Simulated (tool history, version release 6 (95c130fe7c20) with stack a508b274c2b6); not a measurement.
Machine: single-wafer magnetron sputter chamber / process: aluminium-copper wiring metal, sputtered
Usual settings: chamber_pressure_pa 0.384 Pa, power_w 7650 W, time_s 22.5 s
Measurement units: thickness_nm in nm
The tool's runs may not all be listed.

run     day  chamber_pressure_pa  power_w  time_s  read-back reference wafer on the same gauge, thickness_nm  thickness_nm
  1   0.000                0.384     8150    22.5                                                    261.804       333.120
  2   0.562                0.384     8150    22.5                                                    261.777       330.738
  3   0.908                0.384     6950    22.5                                                    262.191       283.758
  4   1.567                0.384     6950    22.5                                                    262.171       282.675
  5   2.246                0.384     7650    19.6                                                    262.395       269.643
  6   2.833                0.384     7650    19.6                                                    261.763       269.364
  7   3.083                0.384     7650    19.6                                                    262.215       265.897
  8   3.783                0.384     7650    24.2                                                    262.261       329.523
  9   4.446                0.384     7650    24.2                                                    262.031       330.662
 10   5.146                0.384     7650    22.5                                                    261.896       304.718
      5.954  -- sputter target and shields replaced
 11   5.975                0.384     7650    22.5                                                    261.710       318.427
 12   6.438                0.384     7650    22.5                                                    261.994       316.968
 13   6.933                0.384     7650    22.5                                                    262.156       318.750
 14   7.550                0.384     7650    22.5                                                    262.385       314.783
 15   8.283                0.384     7650    22.5                                                    261.906       315.855
 16   9.004                0.384     7650    22.5                                                    261.631       314.707
 17   9.650                0.384     7650    22.5                                                    262.231       314.173
     10.438  -- capacitance manometer re-zeroed and calibrated
 18  10.458                0.384     5800    22.5                                                    261.964       235.467
 19  10.496                0.487     8700    19.5                                                    262.181       295.710
     11.117  -- gauge calibrated
 20  11.125                0.519     7650    23.8                                                    261.922       310.348
 21  11.408                0.322     7650    22.5                                                    262.259       318.480
 22  11.817                0.450     7650    25.8                                                    261.883       346.117
 23  12.554                0.384     8850    23.8                                                    262.268       379.022
 24  13.188                0.384     7650    22.5                                                    261.985       306.998
     13.688  -- sputter target and shields replaced
 25  13.708                0.384     9350    22.5                                                    262.114       387.807
 26  14.017                0.384     7650    24.2                                                    262.005       341.892
 27  14.429                0.384     7650    22.5                                                    261.878       316.174
 28  15.054                0.384     9250    22.5                                                    261.701       382.318
 29  15.379                0.384     7650    19.6                                                    261.785       274.765
 30  15.817                0.329     8850    25.9                                                    261.609       430.527
     16.200  -- magnet pack replaced
 31  16.562                0.263     8800    20.3                                                    262.265       343.181
 32  17.246                0.384     7650    22.5                                                    262.285       312.345
 33  17.946                0.384     6200    22.5                                                    262.213       252.862
 34  19.975                0.384     7650    23.9                                                    262.215       325.809
 35  20.492                0.384     9350    20.6                                                    261.798       342.119

State the hidden condition of the tool at each of the runs:
true argon pressure above the setpoint (%): 0 in every run
gauge reads high (%): 0 in every run
H1: deposition rate above that of a new target (%)
run       H1
  1    -1.94
  2    -2.23
  3     -2.4
  4    -2.73
  5    -3.08
  6    -3.37
  7     -3.5
  8    -3.85
  9    -4.19
 10    -4.54
 11  -0.0641
 12   -0.297
 13   -0.548
 14   -0.859
 15    -1.23
 16    -1.59
 17    -1.92
 18    -2.33
 19    -2.34
 20    -2.66
 21     -2.8
 22    -3.01
 23    -3.38
 24     -3.7
 25   -0.194
 26    -0.35
 27   -0.558
 28   -0.873
 29    -1.04
 30    -1.26
 31    -1.63
 32    -1.98
 33    -2.33
 34    -3.36
 35    -3.62
